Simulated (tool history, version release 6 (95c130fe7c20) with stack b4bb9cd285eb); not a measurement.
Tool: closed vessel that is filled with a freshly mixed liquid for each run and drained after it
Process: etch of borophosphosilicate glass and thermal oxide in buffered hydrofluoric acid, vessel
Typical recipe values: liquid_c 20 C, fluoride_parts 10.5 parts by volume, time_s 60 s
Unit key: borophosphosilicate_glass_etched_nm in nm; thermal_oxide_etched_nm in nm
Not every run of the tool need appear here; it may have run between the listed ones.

run,day,liquid_c,fluoride_parts,time_s,"read-back film thickness of the borophosphosilicate glass reference wafer, read on the same gauge (nm)","read-back film thickness of the thermal oxide reference wafer, read on the same gauge (nm)",borophosphosilicate_glass_etched_nm,thermal_oxide_etched_nm
1,0,20,10.5,60,135.44,156.23,60.1,55.86
2,1.333,20,10.5,60,135.54,156.45,60.2,55.81
3,2.533,20,10.5,60,135.75,156.61,59.98,56.05
# day 2.621: gauge calibrated
4,3.529,20,10.5,60,130.33,150.35,56.92,54.19
5,4.121,20,10.5,60,130.44,150.49,57.27,53.87
6,5.408,20,10.5,60,130.59,150.67,57.95,54.14
# day 6.146: thermometer replaced
7,6.167,20,10.5,60,130.69,150.74,58.91,54.09
8,7.183,20,10.5,60,130.76,150.9,58.23,54.05
9,8.204,20,10.5,60,130.91,151.1,57.49,54.1
10,9.296,22,13,60,131.06,151.25,52.14,49.27
11,10.762,17,14,45,131.26,151.48,27.37,25.95
# day 11.496: hydrofluoric acid flow meter replaced
12,12.25,20,9,85,131.49,151.68,93.2,85.89
13,13.238,22.5,10.5,60,131.52,151.8,66.74,62.43
14,14.012,20,12.5,45,131.64,151.86,36.43,34.51
15,14.529,22.5,10.5,60,131.73,151.92,67.05,62.39
16,15.071,20,10.5,30,131.78,152.02,29.11,27.13
17,16.258,17.5,13,60,131.95,152.22,41.49,38.48
18,17.479,17,11.5,75,132.11,152.38,56.03,53.01
19,18.404,20,10.5,60,132.19,152.55,58.32,54.99
20,19.142,18.5,10.5,60,132.33,152.66,53.91,50.28
21,20.117,25,7,30,132.38,152.79,57.06,52.75
22,21.596,22.5,13,70,132.63,153,64.02,59.62
23,23.067,20,10.5,95,132.84,153.18,90.81,87.7
24,24.004,20,10.5,60,132.89,153.28,58.43,55.03
25,25.396,20,10.5,80,133.11,153.57,77.96,73.1

Forecast each of these 4 alternatives for the next run:
A,25.425,20,10.5,60,?,?,?,?
B,25.425,20,14,40,?,?,?,?
C,25.425,17,13,30,?,?,?,?
D,25.425,20,10.5,40,?,?,?,?

run,"read-back film thickness of the borophosphosilicate glass reference wafer, read on the same gauge (nm)","read-back film thickness of the thermal oxide reference wafer, read on the same gauge (nm)",borophosphosilicate_glass_etched_nm,thermal_oxide_etched_nm
A,133.05,153.54,58.35,55.31
B,133.05,153.54,29.3,27.83
C,133.05,153.54,19.99,18.94
D,133.05,153.54,38.9,36.87
Stripped of hidden state, with their random variation kept, the same runs would have yielded:
run,borophosphosilicate_glass_etched_nm,thermal_oxide_etched_nm
A,57,54.03
B,28.62,27.18
C,19.53,18.5
D,38,36.02

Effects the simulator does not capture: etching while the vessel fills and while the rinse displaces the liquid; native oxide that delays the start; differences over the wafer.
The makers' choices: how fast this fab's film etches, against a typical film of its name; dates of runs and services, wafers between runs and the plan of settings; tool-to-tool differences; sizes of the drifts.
